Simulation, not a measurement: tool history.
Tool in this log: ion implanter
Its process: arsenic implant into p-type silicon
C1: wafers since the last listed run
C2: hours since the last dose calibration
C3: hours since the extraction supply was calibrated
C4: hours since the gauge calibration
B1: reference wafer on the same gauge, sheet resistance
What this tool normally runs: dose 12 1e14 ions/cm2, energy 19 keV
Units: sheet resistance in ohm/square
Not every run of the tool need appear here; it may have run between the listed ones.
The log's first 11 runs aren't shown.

-- day=21.158 extraction supply calibrated
run 12 day=25.05 | dose=12 energy=19 | C1=2677 C2=1567.9 C3=93.4 C4=314.5 | B1=121.01 | sheet_resistance=109.17
run 13 day=26.183 | dose=12 energy=19 | C1=411 C2=1595.1 C3=120.6 C4=341.7 | B1=120.98 | sheet_resistance=109.05
run 14 day=28.783 | dose=12 energy=19 | C1=944 C2=1657.5 C3=183 C4=404.1 | B1=120.98 | sheet_resistance=109.03
run 15 day=29.996 | dose=12 energy=19 | C1=440 C2=1686.6 C3=212.1 C4=433.2 | B1=121 | sheet_resistance=108.88
run 16 day=32.196 | dose=10.04 energy=22.5 | C1=799 C2=1739.4 C3=264.9 C4=486 | B1=121 | sheet_resistance=115.5
run 17 day=34.267 | dose=10.67 energy=13 | C1=752 C2=1789.1 C3=314.6 C4=535.7 | B1=121.01 | sheet_resistance=122.95
run 18 day=35.296 | dose=11.02 energy=22.5 | C1=374 C2=1813.8 C3=339.3 C4=560.4 | B1=120.99 | sheet_resistance=109.36
run 19 day=37.842 | dose=8.83 energy=19 | C1=925 C2=1874.9 C3=400.4 C4=621.5 | B1=121.02 | sheet_resistance=128.32
run 20 day=39.546 | dose=10.03 energy=19 | C1=619 C2=1915.8 C3=441.3 C4=662.4 | B1=121.01 | sheet_resistance=119.21
run 21 day=41.562 | dose=12 energy=15.5 | C1=732 C2=1964.2 C3=489.7 C4=710.8 | B1=121.03 | sheet_resistance=113.15
run 22 day=43.121 | dose=10.21 energy=24.5 | C1=566 C2=2001.6 C3=527.1 C4=748.2 | B1=121.04 | sheet_resistance=111.86
-- day=44.312 Faraday cup replaced and dose calibrated
run 23 day=45.029 | dose=15.39 energy=17 | C1=572 C2=17.2 C3=572.9 C4=794 | B1=120.97 | sheet_resistance=102.29
run 24 day=47.1 | dose=13.03 energy=15 | C1=752 C2=66.9 C3=622.6 C4=843.7 | B1=120.97 | sheet_resistance=110.94
run 25 day=49.388 | dose=9.97 energy=12.5 | C1=831 C2=121.8 C3=677.5 C4=898.6 | B1=120.99 | sheet_resistance=128.87
-- day=50.096 gauge calibrated
run 26 day=52.012 | dose=12 energy=19 | C1=954 C2=184.8 C3=740.5 C4=46 | B1=121 | sheet_resistance=109.56
run 27 day=53.979 | dose=14.64 energy=23 | C1=714 C2=232 C3=787.7 C4=93.2 | B1=121.01 | sheet_resistance=96.38
run 28 day=56.704 | dose=12 energy=21 | C1=990 C2=297.4 C3=853.1 C4=158.6 | B1=120.99 | sheet_resistance=107.05
run 29 day=58.567 | dose=12.97 energy=16 | C1=676 C2=342.1 C3=897.8 C4=203.3 | B1=120.99 | sheet_resistance=109.77
run 30 day=60.283 | dose=12.97 energy=16 | C1=623 C2=383.3 C3=939 C4=244.5 | B1=120.99 | sheet_resistance=109.92
run 31 day=61.883 | dose=15.44 energy=22 | C1=581 C2=421.7 C3=977.4 C4=282.9 | B1=121.02 | sheet_resistance=95.52
run 32 day=63.167 | dose=9.38 energy=25.5 | C1=466 C2=452.5 C3=1008.2 C4=313.7 | B1=120.99 | sheet_resistance=117.9
run 33 day=65.004 | dose=12 energy=19 | C1=667 C2=496.6 C3=1052.3 C4=357.8 | B1=121.02 | sheet_resistance=109.42

Below are 3 alternative next runs, each starting from the tool's condition after run 33. Predict each:
run A day=65.021 | dose=12 energy=19 | C1=6 C2=497 C3=1052.7 C4=358.2 | B1=? | sheet_resistance=?
run B day=65.021 | dose=10.66 energy=17 | C1=6 C2=497 C3=1052.7 C4=358.2 | B1=? | sheet_resistance=?
run C day=65.021 | dose=9.14 energy=19 | C1=6 C2=497 C3=1052.7 C4=358.2 | B1=? | sheet_resistance=?

run=A B1=121.01 sheet_resistance=109.48
run=B B1=121.01 sheet_resistance=118.58
run=C B1=121.01 sheet_resistance=126.75
With no hidden state in the tool, these same runs would have given:
run=A sheet_resistance=109.6
run=B sheet_resistance=118.72
run=C sheet_resistance=126.93
